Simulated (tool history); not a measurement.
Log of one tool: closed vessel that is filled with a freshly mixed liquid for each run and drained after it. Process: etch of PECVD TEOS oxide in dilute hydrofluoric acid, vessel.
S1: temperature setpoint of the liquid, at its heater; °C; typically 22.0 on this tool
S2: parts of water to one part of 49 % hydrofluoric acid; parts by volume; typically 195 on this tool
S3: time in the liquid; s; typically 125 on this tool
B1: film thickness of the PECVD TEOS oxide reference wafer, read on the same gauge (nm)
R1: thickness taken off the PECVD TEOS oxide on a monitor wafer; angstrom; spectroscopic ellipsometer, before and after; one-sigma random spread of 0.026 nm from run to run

{"run": 1, "hour": 0.0, "S1": 22.0, "S2": 195, "S3": 125, "B1": 90.04, "R1": 74.3}
{"run": 2, "hour": 86.2, "S1": 22.0, "S2": 195, "S3": 125, "B1": 89.95, "R1": 74.6}
{"run": 3, "hour": 152.5, "S1": 22.0, "S2": 195, "S3": 125, "B1": 89.95, "R1": 74.6}
{"run": 4, "hour": 212.4, "S1": 22.0, "S2": 175, "S3": 150, "B1": 90.01, "R1": 102.2}
{"run": 5, "hour": 287.7, "S1": 22.0, "S2": 175, "S3": 150, "B1": 90.05, "R1": 101.7}
{"run": 6, "hour": 327.2, "S1": 22.0, "S2": 195, "S3": 165, "B1": 89.99, "R1": 98.5}
{"run": 7, "hour": 390.9, "S1": 18.5, "S2": 195, "S3": 125, "B1": 90.03, "R1": 64.7}
{"run": 8, "hour": 483.6, "S1": 22.0, "S2": 195, "S3": 125, "B1": 90.0, "R1": 74.2}
{"run": 9, "hour": 528.4, "S1": 22.0, "S2": 195, "S3": 145, "B1": 89.98, "R1": 86.1}
{"run": 10, "hour": 627.5, "S1": 22.0, "S2": 195, "S3": 95, "B1": 90.02, "R1": 56.3}
{"run": 11, "hour": 679.7, "S1": 22.0, "S2": 195, "S3": 95, "B1": 90.03, "R1": 56.2}
{"run": 12, "hour": 723.2, "S1": 18.0, "S2": 170, "S3": 100, "B1": 90.0, "R1": 59.3}
{"hour": 792.8, "done": "gauge calibrated"}
{"run": 13, "hour": 850.1, "S1": 22.0, "S2": 195, "S3": 55, "B1": 89.98, "R1": 32.4}
{"run": 14, "hour": 944.1, "S1": 23.5, "S2": 125, "S3": 145, "B1": 90.02, "R1": 151.2}
{"run": 15, "hour": 1028.8, "S1": 25.0, "S2": 195, "S3": 125, "B1": 89.98, "R1": 82.5}
{"run": 16, "hour": 1134.3, "S1": 25.5, "S2": 195, "S3": 155, "B1": 90.02, "R1": 104.5}
{"run": 17, "hour": 1209.0, "S1": 24.0, "S2": 195, "S3": 125, "B1": 89.99, "R1": 79.4}

Run 18 has not been measured yet. What should we expect?
{"hour": 1218.6, "done": "thermometer replaced"}
{"run": 18, "hour": 1246.7, "S1": 20.5, "S2": 145, "S3": 125, "B1": "?", "R1": "?"}

For run 18 the tool returned B1 89.98, R1 94.7 angstrom.
Minus the tool's unlogged condition, the same run would have read R1 102.9 angstrom.

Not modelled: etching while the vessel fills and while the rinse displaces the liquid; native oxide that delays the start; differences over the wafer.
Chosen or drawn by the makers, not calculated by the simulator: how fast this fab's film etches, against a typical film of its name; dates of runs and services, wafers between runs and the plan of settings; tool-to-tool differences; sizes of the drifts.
